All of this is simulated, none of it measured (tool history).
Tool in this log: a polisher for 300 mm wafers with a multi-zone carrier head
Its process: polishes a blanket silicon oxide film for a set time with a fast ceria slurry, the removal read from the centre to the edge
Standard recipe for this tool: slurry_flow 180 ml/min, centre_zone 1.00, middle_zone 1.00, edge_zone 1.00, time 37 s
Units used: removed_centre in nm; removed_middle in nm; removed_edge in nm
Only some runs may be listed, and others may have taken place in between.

run	day	slurry_flow	centre_zone	middle_zone	edge_zone	time	wafers since the last listed run	wafers polished on this pad	hours since the slurry nozzle was cleaned	hours since the centre zone pressure was calibrated	hours since the edge zone pressure was calibrated	hours since the carrier head's membrane was replaced	incoming thickness of the incoming film, nm	removed_centre	removed_middle	removed_edge
1	0.000	180	1.00	1.00	1.00	37	0	651	705.8	1228.4	11.5	1094.6	3024.2	459.7	430.3	441.0
2	0.304	180	1.00	1.00	1.00	27	101	752	713.1	1235.7	18.8	1101.9	3103.5	331.1	318.8	331.0
3	0.971	120	0.90	1.00	0.97	37	222	974	729.1	1251.7	34.8	1117.9	3023.1	376.7	395.4	412.6
4	1.467	155	1.00	1.03	0.93	37	165	1140	741.0	1263.6	46.7	1129.8	3070.7	442.3	426.4	430.0
5	2.171	180	1.00	1.00	1.00	37	234	1374	757.9	1280.5	63.6	1146.7	3082.7	450.9	435.0	432.4
6	2.642	180	1.00	1.00	1.00	37	156	1531	769.2	1291.8	74.9	1158.0	3069.5	443.3	432.0	445.5
# day 3.054: worn pad replaced by a new one
7	3.362	180	1.00	0.94	1.00	37	184	102	786.5	1309.1	92.2	1175.3	3051.1	470.2	433.7	464.1
# day 3.583: centre zone pressure recalibrated
8	3.929	160	1.00	1.00	1.00	37	161	264	800.1	8.3	105.8	1188.9	3028.2	453.5	438.0	446.8
# day 4.312: carrier head's membrane replaced by a new one
9	4.454	180	1.00	1.00	1.00	37	105	369	812.7	20.9	118.4	3.4	3040.4	467.4	436.3	447.4
10	5.025	120	0.90	1.00	0.92	24	190	559	826.4	34.6	132.1	17.1	3010.8	246.2	258.8	257.6
11	5.371	180	1.00	1.00	1.00	37	115	675	834.7	42.9	140.4	25.4	3121.3	449.7	435.9	443.3
# day 6.033: slurry nozzle cleaned
12	6.088	180	1.00	1.00	1.00	37	225	900	1.3	60.1	157.6	42.6	3122.7	454.1	439.9	433.3
13	6.383	235	1.00	1.07	1.11	30	98	999	8.4	67.2	164.7	49.7	3047.3	385.2	386.1	384.1
14	6.829	180	0.93	1.00	0.90	37	148	1147	19.1	77.9	175.4	60.4	3049.1	419.3	443.2	422.3
15	7.371	165	1.04	0.93	1.00	37	180	1328	32.1	90.9	188.4	73.4	3027.7	457.7	399.8	435.1
# day 8.079: worn pad replaced by a new one
16	8.100	180	1.00	1.00	1.00	37	187	7	49.6	108.4	205.9	90.9	3066.2	477.1	440.2	456.5
17	9.638	245	1.00	1.00	1.00	37	512	519	86.5	145.3	242.8	127.8	3029.1	476.5	453.8	467.6
18	9.958	125	1.09	1.00	0.94	27	106	626	94.2	153.0	250.5	135.5	3114.4	336.8	300.7	302.9
19	10.546	130	1.00	1.00	1.00	37	195	822	108.3	167.1	264.6	149.6	3044.4	414.3	402.4	423.3
20	11.429	180	1.00	1.00	1.00	37	294	1117	129.5	188.3	285.8	170.8	3140.1	454.7	436.1	437.7
21	11.804	180	1.00	1.00	1.00	37	125	1242	138.5	197.3	294.8	179.8	3116.9	452.2	429.0	446.0
22	12.542	240	1.00	1.00	1.00	37	245	1488	156.2	215.0	312.5	197.5	3081.6	470.4	447.2	457.7
23	12.833	150	1.00	0.90	1.00	37	97	1585	163.2	222.0	319.5	204.5	3032.7	429.9	383.3	419.7

Here are 3 independent what-if runs from the current tool condition. What would each one return?
A	12.850	180	1.00	1.00	1.00	37	1	1587	163.6	222.4	319.9	204.9	3015.4	?	?	?
B	12.850	210	1.00	1.00	0.97	37	1	1587	163.6	222.4	319.9	204.9	3015.4	?	?	?
C	12.850	220	1.00	0.88	1.00	37	1	1587	163.6	222.4	319.9	204.9	3015.4	?	?	?

run	removed_centre	removed_middle	removed_edge
A	455.1	428.9	434.6
B	467.0	439.0	435.7
C	469.9	397.0	445.0
Take away the tool's hidden state, keep each run's random variation, and the runs would have read:
run	removed_centre	removed_middle	removed_edge
A	481.5	453.9	459.9
B	494.1	464.6	461.1
C	497.2	420.1	470.8

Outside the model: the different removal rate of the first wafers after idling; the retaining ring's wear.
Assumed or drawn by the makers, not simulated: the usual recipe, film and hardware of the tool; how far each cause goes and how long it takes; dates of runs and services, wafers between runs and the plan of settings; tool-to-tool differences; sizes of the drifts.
